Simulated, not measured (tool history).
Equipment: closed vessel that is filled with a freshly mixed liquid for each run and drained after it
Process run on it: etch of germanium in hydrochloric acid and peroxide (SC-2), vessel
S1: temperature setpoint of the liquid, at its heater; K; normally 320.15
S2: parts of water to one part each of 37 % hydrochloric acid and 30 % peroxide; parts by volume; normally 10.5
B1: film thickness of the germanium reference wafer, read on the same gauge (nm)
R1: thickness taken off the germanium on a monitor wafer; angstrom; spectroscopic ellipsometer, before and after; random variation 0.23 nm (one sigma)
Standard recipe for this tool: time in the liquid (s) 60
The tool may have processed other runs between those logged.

{"run": 1, "hour": 0.0, "S1": 320.15, "S2": 10.5, "time in the liquid (s)": 60, "B1": 70.02, "R1": 1027.7}
{"run": 2, "hour": 7.9, "S1": 320.15, "S2": 10.5, "time in the liquid (s)": 60, "B1": 69.99, "R1": 1027.1}
{"run": 3, "hour": 25.8, "S1": 320.15, "S2": 10.5, "time in the liquid (s)": 60, "B1": 69.99, "R1": 1028.2}
{"run": 4, "hour": 41.7, "S1": 320.15, "S2": 10.5, "time in the liquid (s)": 60, "B1": 69.97, "R1": 1030.3}
{"run": 5, "hour": 49.9, "S1": 320.15, "S2": 10.5, "time in the liquid (s)": 60, "B1": 69.98, "R1": 1025.3}
{"run": 6, "hour": 57.5, "S1": 320.15, "S2": 8, "time in the liquid (s)": 60, "B1": 69.97, "R1": 1049.4}
{"run": 7, "hour": 65.1, "S1": 320.15, "S2": 8, "time in the liquid (s)": 60, "B1": 70.02, "R1": 1050.5}
{"run": 8, "hour": 80.8, "S1": 320.15, "S2": 9, "time in the liquid (s)": 60, "B1": 70.01, "R1": 1039.9}
{"run": 9, "hour": 87.1, "S1": 320.15, "S2": 9, "time in the liquid (s)": 60, "B1": 70, "R1": 1035.4}
{"run": 10, "hour": 103.1, "S1": 320.15, "S2": 9, "time in the liquid (s)": 60, "B1": 70.05, "R1": 1040.2}
{"run": 11, "hour": 120.3, "S1": 320.15, "S2": 7.5, "time in the liquid (s)": 60, "B1": 70.01, "R1": 1048.6}
{"run": 12, "hour": 135.1, "S1": 313.15, "S2": 10.5, "time in the liquid (s)": 60, "B1": 70.01, "R1": 811.7}
{"hour": 149.6, "done": "gauge calibrated"}
{"run": 13, "hour": 151.9, "S1": 326.15, "S2": 10.5, "time in the liquid (s)": 60, "B1": 69.99, "R1": 1242.1}
{"run": 14, "hour": 161.5, "S1": 320.15, "S2": 10.5, "time in the liquid (s)": 50, "B1": 69.99, "R1": 851.1}
{"hour": 165.1, "done": "thermometer replaced"}
{"run": 15, "hour": 179.4, "S1": 320.15, "S2": 10.5, "time in the liquid (s)": 60, "B1": 70, "R1": 1112.1}
{"run": 16, "hour": 195.6, "S1": 320.15, "S2": 10.5, "time in the liquid (s)": 60, "B1": 69.99, "R1": 1110.2}
{"hour": 212.8, "done": "new drum of peroxide connected"}
{"run": 17, "hour": 213.3, "S1": 316.15, "S2": 13, "time in the liquid (s)": 60, "B1": 70, "R1": 951.6}
{"run": 18, "hour": 219.0, "S1": 327.65, "S2": 7, "time in the liquid (s)": 60, "B1": 69.99, "R1": 1456.4}
{"run": 19, "hour": 228.9, "S1": 320.15, "S2": 10.5, "time in the liquid (s)": 60, "B1": 70.01, "R1": 1108.1}
{"run": 20, "hour": 236.0, "S1": 310.15, "S2": 6, "time in the liquid (s)": 75, "B1": 70.02, "R1": 1024.1}
{"run": 21, "hour": 249.2, "S1": 320.15, "S2": 10.5, "time in the liquid (s)": 60, "B1": 70, "R1": 1108.1}
{"hour": 261.1, "done": "chemicals flow meter replaced"}
{"run": 22, "hour": 262.9, "S1": 320.15, "S2": 6, "time in the liquid (s)": 30, "B1": 70.01, "R1": 574.4}
{"run": 23, "hour": 275.0, "S1": 312.65, "S2": 6, "time in the liquid (s)": 90, "B1": 69.98, "R1": 1340.9}
{"run": 24, "hour": 291.2, "S1": 317.15, "S2": 10.5, "time in the liquid (s)": 60, "B1": 69.99, "R1": 1002.6}
{"run": 25, "hour": 344.7, "S1": 314.65, "S2": 6, "time in the liquid (s)": 60, "B1": 69.96, "R1": 953.4}
{"run": 26, "hour": 359.8, "S1": 320.15, "S2": 10.5, "time in the liquid (s)": 60, "B1": 70.03, "R1": 1102.6}
{"run": 27, "hour": 376.7, "S1": 320.15, "S2": 10.5, "time in the liquid (s)": 60, "B1": 69.97, "R1": 1104.4}

Pick out some run-to-run changes in R1. Of each, how much would a tool without hidden state show as well, from the settings, what came in and chance, and how much is left for the hidden state and any gauge scatter not in both results compared?
Hidden state at play: liquid colder than its thermometer reads (K); chemicals flow below the setpoint (%); peroxide weaker than its label (%); gauge reads high (%).
Run 12 -> 13: S1 313.15 -> 326.15, gauge calibrated. R1 +430.4 angstrom: hidden state -32.2, all else +462.6.
Run 14 -> 15: time in the liquid (s) 50 -> 60, thermometer replaced. R1 +261 angstrom: hidden state +69.9, all else +191.1.
Run 21 -> 22: S2 10.5 -> 6, time in the liquid (s) 60 -> 30, chemicals flow meter replaced. R1 -533.7 angstrom: hidden state +6.2, all else -539.9.
Run 22 -> 23: S1 320.15 -> 312.65, time in the liquid (s) 30 -> 90. R1 +766.5 angstrom: hidden state -11.2, all else +777.7.
